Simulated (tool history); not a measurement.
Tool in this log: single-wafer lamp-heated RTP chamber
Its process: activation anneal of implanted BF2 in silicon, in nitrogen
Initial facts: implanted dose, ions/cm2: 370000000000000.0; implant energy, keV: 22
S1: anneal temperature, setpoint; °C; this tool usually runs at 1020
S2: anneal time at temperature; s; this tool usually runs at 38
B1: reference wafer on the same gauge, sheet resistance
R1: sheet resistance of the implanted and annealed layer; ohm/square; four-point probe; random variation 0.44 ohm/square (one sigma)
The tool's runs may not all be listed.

{"run": 1, "hour": 0.0, "S1": 1020, "S2": 38, "B1": 250.95, "R1": 291.41}
{"run": 2, "hour": 59.3, "S1": 1020, "S2": 38, "B1": 251.11, "R1": 289.71}
{"run": 3, "hour": 109.8, "S1": 1020, "S2": 38, "B1": 251.16, "R1": 289.74}
{"run": 4, "hour": 149.9, "S1": 1020, "S2": 38, "B1": 251.08, "R1": 289.3}
{"hour": 225.1, "done": "pyrometer window cleaned and pyrometer calibrated"}
{"run": 5, "hour": 255.9, "S1": 1020, "S2": 38, "B1": 251.0, "R1": 289.89}
{"hour": 257.8, "done": "gauge calibrated"}
{"run": 6, "hour": 301.9, "S1": 1020, "S2": 38, "B1": 251.04, "R1": 289.99}
{"run": 7, "hour": 344.6, "S1": 1020, "S2": 38, "B1": 251.1, "R1": 288.6}
{"run": 8, "hour": 385.9, "S1": 1032, "S2": 24, "B1": 250.93, "R1": 291.65}
{"hour": 441.4, "done": "pyrometer window cleaned and pyrometer calibrated"}
{"run": 9, "hour": 450.9, "S1": 1041, "S2": 46, "B1": 250.98, "R1": 285.4}
{"run": 10, "hour": 489.2, "S1": 1043, "S2": 44, "B1": 250.97, "R1": 283.96}
{"run": 11, "hour": 552.3, "S1": 1033, "S2": 26, "B1": 250.92, "R1": 290.02}
{"hour": 562.8, "done": "reflector plate cleaned"}
{"run": 12, "hour": 597.0, "S1": 993, "S2": 45, "B1": 251.01, "R1": 293.86}
{"run": 13, "hour": 642.4, "S1": 1020, "S2": 38, "B1": 250.83, "R1": 289.36}
{"run": 14, "hour": 683.6, "S1": 994, "S2": 20, "B1": 251.01, "R1": 297.52}
{"hour": 702.5, "done": "gauge calibrated"}
{"hour": 708.0, "done": "pyrometer window cleaned and pyrometer calibrated"}
{"run": 15, "hour": 719.8, "S1": 1044, "S2": 32, "B1": 250.95, "R1": 288.78}

Here are 3 independent what-if runs from the current tool condition. What would each one return?
{"run": "A", "hour": 720.2, "S1": 1020, "S2": 38, "B1": "?", "R1": "?"}
{"run": "B", "hour": 720.2, "S1": 1020, "S2": 24, "B1": "?", "R1": "?"}
{"run": "C", "hour": 720.2, "S1": 1011, "S2": 24, "B1": "?", "R1": "?"}

run=A B1=250.94 R1=291.16
run=B B1=250.94 R1=294.73
run=C B1=250.94 R1=295.99
The same runs, with their run-to-run variation unchanged, on a tool lacking any hidden condition would have given:
run=A R1=292.14
run=B R1=295.52
run=C R1=296.72
